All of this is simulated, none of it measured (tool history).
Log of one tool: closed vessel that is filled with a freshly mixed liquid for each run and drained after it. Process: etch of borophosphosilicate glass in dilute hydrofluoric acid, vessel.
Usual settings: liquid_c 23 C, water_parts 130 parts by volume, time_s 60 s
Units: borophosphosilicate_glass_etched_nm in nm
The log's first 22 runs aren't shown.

run,day,liquid_c,water_parts,time_s,"read-back film thickness of the borophosphosilicate glass reference wafer, read on the same gauge (nm)",borophosphosilicate_glass_etched_nm
23,57.067,24.5,150,45,110.01,19.53
24,59.433,23,165,60,110.01,22.27
25,60.804,27.5,130,45,110.01,26.11
26,62.275,23,75,60,110,53.19
27,64.962,24.5,150,45,110.06,19.87
28,66.512,27,155,45,110.05,20.76
29,69.058,18.5,130,30,109.99,12.33
30,70.483,23,65,40,109.96,42.22
31,72.758,23,80,60,109.98,50.62
32,73.775,18.5,130,30,109.99,12.37

Forecast each of these 4 alternatives for the next run:
A,73.804,23,130,60,?,?
B,73.804,18.5,130,60,?,?
C,73.804,23,130,35,?,?
D,73.804,23,130,85,?,?

run,"read-back film thickness of the borophosphosilicate glass reference wafer, read on the same gauge (nm)",borophosphosilicate_glass_etched_nm
A,110,29.74
B,110,24.84
C,110,17.35
D,110,42.14
Without the tool's hidden state the same runs would have given:
run,borophosphosilicate_glass_etched_nm
A,29.06
B,24.27
C,16.95
D,41.17
